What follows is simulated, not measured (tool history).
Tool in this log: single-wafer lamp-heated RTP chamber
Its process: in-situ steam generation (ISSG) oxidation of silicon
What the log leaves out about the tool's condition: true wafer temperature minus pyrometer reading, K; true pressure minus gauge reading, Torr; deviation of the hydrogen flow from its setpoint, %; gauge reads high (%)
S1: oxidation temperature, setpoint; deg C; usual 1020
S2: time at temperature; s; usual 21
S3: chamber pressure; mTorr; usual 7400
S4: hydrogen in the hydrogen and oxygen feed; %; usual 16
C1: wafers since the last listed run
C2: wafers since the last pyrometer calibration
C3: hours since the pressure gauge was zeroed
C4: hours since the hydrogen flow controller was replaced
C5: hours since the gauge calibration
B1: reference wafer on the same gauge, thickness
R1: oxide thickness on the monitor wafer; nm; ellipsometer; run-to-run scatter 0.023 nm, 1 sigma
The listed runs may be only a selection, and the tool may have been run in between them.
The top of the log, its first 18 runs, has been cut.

run 19 hour=822.5 | S1=1020 S2=21 S3=7400 S4=12 | C1=395 C2=7445 C3=983.5 C4=132.2 C5=614.5 | B1=4.866 | R1=5.263
-- hour=888.1 pyrometer window cleaned and pyrometer calibrated
run 20 hour=890.3 | S1=1035 S2=21 S3=6900 S4=21 | C1=599 C2=21 C3=1051.3 C4=200 C5=682.3 | B1=4.857 | R1=6.301
run 21 hour=945.7 | S1=1007 S2=21 S3=6900 S4=19 | C1=555 C2=577 C3=1106.7 C4=255.4 C5=737.7 | B1=4.856 | R1=5.369
run 22 hour=1004.7 | S1=1014 S2=13 S3=6900 S4=25 | C1=591 C2=1169 C3=1165.7 C4=314.4 C5=796.7 | B1=4.865 | R1=4.772
run 23 hour=1036.1 | S1=1020 S2=21 S3=7400 S4=16 | C1=314 C2=1484 C3=1197.1 C4=345.8 C5=828.1 | B1=4.856 | R1=5.503
run 24 hour=1107 | S1=1020 S2=21 S3=7400 S4=16 | C1=711 C2=2195 C3=1268 C4=416.7 C5=899 | B1=4.858 | R1=5.543
run 25 hour=1170.8 | S1=1020 S2=21 S3=7400 S4=16 | C1=639 C2=2835 C3=1331.8 C4=480.5 C5=962.8 | B1=4.859 | R1=5.568
run 26 hour=1226.8 | S1=1020 S2=21 S3=7400 S4=16 | C1=561 C2=3396 C3=1387.8 C4=536.5 C5=1018.8 | B1=4.86 | R1=5.595
run 27 hour=1287.1 | S1=1020 S2=19 S3=7400 S4=16 | C1=604 C2=4001 C3=1448.1 C4=596.8 C5=1079.1 | B1=4.858 | R1=5.35
run 28 hour=1348.2 | S1=1003 S2=21 S3=8500 S4=16 | C1=612 C2=4614 C3=1509.2 C4=657.9 C5=1140.2 | B1=4.86 | R1=5.168
run 29 hour=1375.8 | S1=1031 S2=21 S3=7800 S4=12 | C1=276 C2=4890 C3=1536.8 C4=685.5 C5=1167.8 | B1=4.865 | R1=5.547
run 30 hour=1407.8 | S1=1033 S2=29 S3=8700 S4=13 | C1=320 C2=5211 C3=1568.8 C4=717.5 C5=1199.8 | B1=4.864 | R1=6.817
run 31 hour=1448.1 | S1=1003 S2=15 S3=7400 S4=16 | C1=404 C2=5616 C3=1609.1 C4=757.8 C5=1240.1 | B1=4.869 | R1=4.427
run 32 hour=1491.5 | S1=1034 S2=15 S3=7400 S4=16 | C1=435 C2=6051 C3=1652.5 C4=801.2 C5=1283.5 | B1=4.856 | R1=5.054

Below are 3 alternative next runs, each starting from the tool's condition after run 32. Predict each:
run A hour=1491.9 | S1=1038 S2=21 S3=7400 S4=16 | C1=4 C2=6055 C3=1652.9 C4=801.6 C5=1283.9 | B1=? | R1=?
run B hour=1491.9 | S1=1020 S2=13 S3=7400 S4=16 | C1=4 C2=6055 C3=1652.9 C4=801.6 C5=1283.9 | B1=? | R1=?
run C hour=1491.9 | S1=1020 S2=17 S3=7400 S4=16 | C1=4 C2=6055 C3=1652.9 C4=801.6 C5=1283.9 | B1=? | R1=?

run=A B1=4.852 R1=6.122
run=B B1=4.852 R1=4.424
run=C B1=4.852 R1=5.035
What these runs would have given with no unlogged condition in the tool:
run=A R1=5.976
run=B R1=4.34
run=C R1=4.932
